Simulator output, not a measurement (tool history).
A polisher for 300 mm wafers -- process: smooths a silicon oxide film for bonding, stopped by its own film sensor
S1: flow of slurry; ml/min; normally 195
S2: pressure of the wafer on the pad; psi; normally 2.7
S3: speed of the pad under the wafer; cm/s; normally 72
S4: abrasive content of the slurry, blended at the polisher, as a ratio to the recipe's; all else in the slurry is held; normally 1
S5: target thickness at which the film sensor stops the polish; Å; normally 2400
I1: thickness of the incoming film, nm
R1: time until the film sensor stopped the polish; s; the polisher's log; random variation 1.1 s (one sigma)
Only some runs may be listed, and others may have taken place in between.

Run 1, hour 0: usual settings but S2 2.1 psi; I1 282.2. Result: R1 92.2 s.
Run 2, hour 64.8: usual settings but S3 92 cm/s; I1 274.7. Result: R1 52.6 s.
At hour 131.2: worn pad replaced by a new one.
Run 3, hour 142.5: usual settings but S3 92 cm/s; I1 276.1. Result: R1 49.5 s.
At hour 178.2: head pressure recalibrated.
At hour 199: slurry blender recalibrated.
Run 4, hour 203.8: usual settings but S3 92 cm/s; I1 278.9. Result: R1 54.1 s.
Run 5, hour 262.4: usual settings but S5 2340 Å; I1 279.6. Result: R1 78 s.
At hour 312.5: slurry nozzle cleaned.
Run 6, hour 327.3: usual settings but S5 2340 Å; I1 283.5. Result: R1 85.1 s.
Run 7, hour 407.6: usual settings; I1 281.8. Result: R1 75.9 s.
Run 8, hour 448.7: usual settings; I1 283.2. Result: R1 82.3 s.
At hour 455: worn pad replaced by a new one.
At hour 531.7: slurry blender recalibrated.
Run 9, hour 547.4: usual settings; I1 278.5. Result: R1 64.4 s.
Run 10, hour 678.9: usual settings but S2 2.3 psi; I1 280.9. Result: R1 82.4 s.
At hour 765.9: worn pad replaced by a new one.
Run 11, hour 781.1: usual settings but S1 145 ml/min, S2 3.5 psi, S3 80 cm/s, S4 1.3; I1 283.4. Result: R1 52.7 s.
At hour 801.9: slurry nozzle cleaned.
At hour 810.4: slurry blender recalibrated.
Run 12, hour 885.3: usual settings but S3 84 cm/s; I1 279.3. Result: R1 60.4 s.
Run 13, hour 937.6: usual settings but S1 235 ml/min, S5 2340 Å; I1 282.7. Result: R1 80.9 s.
Run 14, hour 999.5: usual settings but S2 1.8 psi; I1 278.1. Result: R1 93.8 s.
At hour 1097.1: worn pad replaced by a new one.
At hour 1152.5: slurry blender recalibrated.
Run 15, hour 1228.4: usual settings but S1 250 ml/min, S4 0.8, S5 2450 Å; I1 282.1. Result: R1 64.9 s.
At hour 1270.5: slurry nozzle cleaned.
At hour 1285: head pressure recalibrated.
Run 16, hour 1292: usual settings; I1 278.2. Result: R1 67.3 s.
Run 17, hour 1349.9: usual settings but S2 3 psi, S3 80 cm/s; I1 280.4. Result: R1 61.6 s.
Run 18, hour 1454.1: usual settings but S2 1.9 psi, S4 1.25; I1 278.9. Result: R1 91.1 s.
At hour 1466.7: worn pad replaced by a new one.
At hour 1473.5: slurry blender recalibrated.
Run 19, hour 1529: usual settings but S1 255 ml/min, S4 1.2, S5 2510 Å; I1 281. Result: R1 46 s.
Run 20, hour 1585.9: usual settings but S3 84 cm/s; I1 281.5. Result: R1 60.3 s.
Run 21, hour 1634.7: usual settings but S2 2.2 psi; I1 282.1. Result: R1 83.2 s.

Each row is a separate what-if for the run after 21, all from the same tool condition, not one after another. Results?
Run A, hour 1635.1: usual settings but S3 86 cm/s; I1 283.1. Result: R1 ?.
Run B, hour 1635.1: usual settings but S3 60 cm/s, S4 1.25; I1 283.1. Result: R1 ?.
Run C, hour 1635.1: usual settings but S3 90 cm/s, S4 1.1; I1 283.1. Result: R1 ?.
Run D, hour 1635.1: usual settings but S1 170 ml/min, S4 1.3; I1 283.1. Result: R1 ?.
Run E, hour 1635.1: usual settings but S4 1.2, S5 2300 Å; I1 283.1. Result: R1 ?.

run    R1
  A  64.2
  B  79.6
  C  60.3
  D  69.9
  E  86.2
Without the tool's hidden state the same runs would have given:
run    R1
  A    62
  B    77
  C  58.3
  D  67.6
  E  83.3
